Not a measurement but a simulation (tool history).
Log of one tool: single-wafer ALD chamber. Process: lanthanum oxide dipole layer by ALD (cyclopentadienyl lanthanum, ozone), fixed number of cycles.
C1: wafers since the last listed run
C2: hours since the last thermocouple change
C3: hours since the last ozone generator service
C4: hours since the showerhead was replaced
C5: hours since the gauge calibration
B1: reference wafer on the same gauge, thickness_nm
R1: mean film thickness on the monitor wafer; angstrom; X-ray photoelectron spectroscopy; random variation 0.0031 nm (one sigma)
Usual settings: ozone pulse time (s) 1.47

Run 1, day 0.000: usual settings but ozone pulse time (s) 1.76; C1 0; C2 1437.1; C3 998.2; C4 5353.9; C5 166.9; B1 0.664. Result: R1 6.11 angstrom.
Run 2, day 1.929: usual settings but ozone pulse time (s) 1.22; C1 646; C2 1483.4; C3 1044.5; C4 5400.2; C5 213.2; B1 0.666. Result: R1 5.88 angstrom.
Run 3, day 3.479: usual settings but ozone pulse time (s) 1.22; C1 519; C2 1520.6; C3 1081.7; C4 5437.4; C5 250.4; B1 0.664. Result: R1 5.91 angstrom.
Run 4, day 5.717: usual settings but ozone pulse time (s) 1.22; C1 749; C2 1574.3; C3 1135.4; C4 5491.1; C5 304.1; B1 0.665. Result: R1 5.85 angstrom.
Run 5, day 7.088: usual settings; C1 459; C2 1607.2; C3 1168.3; C4 5524.0; C5 337.0; B1 0.665. Result: R1 6.00 angstrom.
Run 6, day 8.158: usual settings; C1 358; C2 1632.9; C3 1194.0; C4 5549.7; C5 362.7; B1 0.664. Result: R1 6.02 angstrom.
Run 7, day 10.529: usual settings; C1 794; C2 1689.8; C3 1250.9; C4 5606.6; C5 419.6; B1 0.664. Result: R1 6.03 angstrom.
Run 8, day 13.479: usual settings but ozone pulse time (s) 1.73; C1 988; C2 1760.6; C3 1321.7; C4 5677.4; C5 490.4; B1 0.664. Result: R1 6.11 angstrom.
Run 9, day 16.262: usual settings but ozone pulse time (s) 1.77; C1 932; C2 1827.4; C3 1388.5; C4 5744.2; C5 557.2; B1 0.662. Result: R1 6.13 angstrom.
At day 17.854: gauge calibrated.
Run 10, day 18.908: usual settings but ozone pulse time (s) 1.05; C1 886; C2 1890.9; C3 1452.0; C4 5807.7; C5 25.3; B1 0.664. Result: R1 5.72 angstrom.
At day 21.633: thermocouple changed; heater temperature recalibrated.
Run 11, day 21.767: usual settings; C1 845; C2 3.2; C3 1520.6; C4 5876.3; C5 93.9; B1 0.664. Result: R1 5.99 angstrom.
At day 22.625: ozone generator serviced.
Run 12, day 24.562: usual settings but ozone pulse time (s) 1.94; C1 824; C2 70.3; C3 46.5; C4 5943.4; C5 161.0; B1 0.663. Result: R1 6.17 angstrom.
At day 25.033: showerhead replaced.
Run 13, day 26.954: usual settings but ozone pulse time (s) 1.04; C1 689; C2 127.7; C3 103.9; C4 46.1; C5 218.4; B1 0.664. Result: R1 5.75 angstrom.
Run 14, day 29.196: usual settings but ozone pulse time (s) 1.26; C1 750; C2 181.5; C3 157.7; C4 99.9; C5 272.2; B1 0.664. Result: R1 5.91 angstrom.
Run 15, day 30.738: usual settings; C1 516; C2 218.5; C3 194.7; C4 136.9; C5 309.2; B1 0.663. Result: R1 5.98 angstrom.
Run 16, day 33.125: usual settings but ozone pulse time (s) 1.10; C1 799; C2 275.8; C3 252.0; C4 194.2; C5 366.5; B1 0.664. Result: R1 5.83 angstrom.

Forecast run 17:
Run 17, day 35.325: usual settings but ozone pulse time (s) 1.65; C1 736; C2 328.6; C3 304.8; C4 247.0; C5 419.3; B1 ?. Result: R1 ?.

B1: 0.664
R1: 6.09 angstrom
Without the tool's hidden state the same run would have given R1 6.09 angstrom.
